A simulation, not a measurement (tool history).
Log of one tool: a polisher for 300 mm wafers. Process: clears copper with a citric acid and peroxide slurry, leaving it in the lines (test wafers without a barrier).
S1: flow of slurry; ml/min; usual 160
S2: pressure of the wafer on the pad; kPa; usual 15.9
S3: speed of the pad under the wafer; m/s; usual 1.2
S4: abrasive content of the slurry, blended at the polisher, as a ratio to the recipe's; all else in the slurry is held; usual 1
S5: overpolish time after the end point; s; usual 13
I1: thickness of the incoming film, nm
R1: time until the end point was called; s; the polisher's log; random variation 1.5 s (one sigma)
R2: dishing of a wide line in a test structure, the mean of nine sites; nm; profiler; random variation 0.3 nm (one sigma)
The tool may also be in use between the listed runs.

run 1 day=0 | S1=160 S2=15.9 S3=1.2 S4=1 S5=13 | I1=196.3 | R1=93.8 R2=20.3
run 2 day=2.688 | S1=160 S2=15.9 S3=1.2 S4=1 S5=13 | I1=194.4 | R1=84.8 R2=22.7
run 3 day=4.138 | S1=160 S2=15.9 S3=1.2 S4=1 S5=13 | I1=195.5 | R1=84.8 R2=22.4
run 4 day=5.392 | S1=160 S2=15.9 S3=1.2 S4=1 S5=13 | I1=192.4 | R1=84 R2=22.1
run 5 day=6.396 | S1=160 S2=15.9 S3=1.2 S4=1 S5=13 | I1=198.8 | R1=87.1 R2=21.7
run 6 day=15.267 | S1=160 S2=15.9 S3=1.2 S4=1 S5=13 | I1=194.3 | R1=90.7 R2=20.7
run 7 day=16.496 | S1=175 S2=15.9 S3=1.2 S4=1 S5=13 | I1=194.6 | R1=87.2 R2=21
run 8 day=18.275 | S1=175 S2=15.9 S3=1.2 S4=1 S5=13 | I1=195 | R1=89.4 R2=20.8
run 9 day=19.412 | S1=160 S2=13.1 S3=0.94 S4=1 S5=13 | I1=194.7 | R1=127.1 R2=16.1
run 10 day=26.404 | S1=140 S2=15.9 S3=1.2 S4=1 S5=19 | I1=191.5 | R1=85.7 R2=29.1
run 11 day=28.958 | S1=160 S2=15.9 S3=1.2 S4=1 S5=13 | I1=195.5 | R1=90.3 R2=21.8
run 12 day=30.058 | S1=160 S2=12.4 S3=0.82 S4=1.25 S5=13 | I1=193.3 | R1=120.4 R2=15.6
run 13 day=32.871 | S1=160 S2=15.9 S3=1.2 S4=1 S5=19 | I1=196.7 | R1=93.3 R2=29.2
run 14 day=35.575 | S1=160 S2=15.9 S3=1.2 S4=1 S5=13 | I1=196.2 | R1=90.8 R2=20.3
run 15 day=37.488 | S1=160 S2=18.6 S3=1.2 S4=1 S5=16 | I1=195.1 | R1=80.8 R2=26.9
run 16 day=39.454 | S1=160 S2=15.9 S3=1.2 S4=1 S5=13 | I1=195.5 | R1=93 R2=20.3
run 17 day=47.808 | S1=125 S2=20 S3=0.96 S4=0.75 S5=13 | I1=195 | R1=92.2 R2=20.4
run 18 day=48.862 | S1=105 S2=15.9 S3=0.92 S4=1 S5=7 | I1=195.9 | R1=116.7 R2=9.4
run 19 day=51.6 | S1=160 S2=15.9 S3=1.2 S4=1 S5=13 | I1=191.4 | R1=84.6 R2=21.1
run 20 day=54 | S1=160 S2=12.4 S3=1.2 S4=1 S5=13 | I1=192.9 | R1=105.3 R2=17.9
run 21 day=56.183 | S1=160 S2=15.9 S3=1.2 S4=0.75 S5=20 | I1=198.8 | R1=96.4 R2=29.5
run 22 day=58.271 | S1=160 S2=15.9 S3=1.2 S4=1 S5=15 | I1=192 | R1=91 R2=23.3
run 23 day=60.542 | S1=130 S2=20.7 S3=1.2 S4=1 S5=13 | I1=195 | R1=81.9 R2=23.5
run 24 day=63.392 | S1=160 S2=15.9 S3=1.2 S4=1 S5=13 | I1=195 | R1=92.1 R2=20.6
run 25 day=65.283 | S1=210 S2=15.9 S3=1.2 S4=1 S5=13 | I1=198.5 | R1=92.7 R2=21.2
run 26 day=67.779 | S1=105 S2=15.9 S3=1.2 S4=1 S5=9 | I1=192.8 | R1=97 R2=13.8
run 27 day=69.038 | S1=160 S2=20.7 S3=1.4 S4=1.2 S5=16 | I1=198.1 | R1=62.9 R2=34.8
run 28 day=71.317 | S1=160 S2=15.9 S3=1.2 S4=0.75 S5=10 | I1=193.7 | R1=89.4 R2=16.7
run 29 day=77.662 | S1=160 S2=15.9 S3=1.2 S4=1 S5=13 | I1=193.6 | R1=88.1 R2=21.4

Not shown: 13 entries that the log had between the listed runs. Between which runs, and how does the tool's hidden state differ before and after?
Between runs 1 and 2: worn pad replaced by a new one, of another model than before (day 1.562)
  removal rate lost through wear of the pad, %: 11.4 -> 1.6
  measured less the result without the state, R1: +10.7 -> +1.3 s; R2: -2.3 -> -0.3 nm
Between runs 3 and 4: slurry blender recalibrated (day 4.771)
  removal rate lost through wear of the pad, %: 2.4 -> 3.09
  measured less the result without the state, R1: +2 -> +2.6 s; R2: -0.4 -> -0.6 nm
Between runs 4 and 5: head pressure recalibrated (day 6.154)
  removal rate lost through wear of the pad, %: 3.09 -> 3.65
  measured less the result without the state, R1: +2.6 -> +3.2 s; R2: -0.6 -> -0.7 nm
Between runs 9 and 10: worn pad replaced by a new one (day 21.038); slurry nozzle cleaned (day 22.421)
  removal rate lost through wear of the pad, %: 10.9 -> 3.39
  measured less the result without the state, R1: +13.8 -> +2.9 s; R2: -1.8 -> -0.9 nm
Between runs 10 and 11: slurry blender recalibrated (day 28.762)
  removal rate lost through wear of the pad, %: 3.39 -> 4.8
  measured less the result without the state, R1: +2.9 -> +4.4 s; R2: -0.9 -> -1 nm
Between runs 14 and 15: head pressure recalibrated (day 37.338)
  removal rate lost through wear of the pad, %: 8.47 -> 9.53
  measured less the result without the state, R1: +7.7 -> +7.7 s; R2: -1.7 -> -2.4 nm
Between runs 16 and 17: worn pad replaced by a new one (day 44.417)
  removal rate lost through wear of the pad, %: 10.6 -> 3.16
  measured less the result without the state, R1: +9.8 -> +2.9 s; R2: -2.2 -> -0.6 nm
Between runs 18 and 19: slurry blender recalibrated (day 49.154)
  removal rate lost through wear of the pad, %: 3.74 -> 5.26
  measured less the result without the state, R1: +4.4 -> +4.5 s; R2: -0.4 -> -1 nm
Between runs 19 and 20: slurry nozzle cleaned (day 53.721)
  removal rate lost through wear of the pad, %: 5.26 -> 6.59
  measured less the result without the state, R1: +4.5 -> +6.9 s; R2: -1 -> -1.2 nm
Between runs 25 and 26: worn pad replaced by a new one (day 67.638)
  removal rate lost through wear of the pad, %: 12.8 -> 0.458
  measured less the result without the state, R1: +11.9 -> +0.4 s; R2: -2.7 -> -0.1 nm
Between runs 26 and 27: slurry blender recalibrated (day 68.146); head pressure recalibrated (day 68.825)
  removal rate lost through wear of the pad, %: 0.458 -> 1.16
  measured less the result without the state, R1: +0.4 -> +0.7 s; R2: -0.1 -> -0.3 nm

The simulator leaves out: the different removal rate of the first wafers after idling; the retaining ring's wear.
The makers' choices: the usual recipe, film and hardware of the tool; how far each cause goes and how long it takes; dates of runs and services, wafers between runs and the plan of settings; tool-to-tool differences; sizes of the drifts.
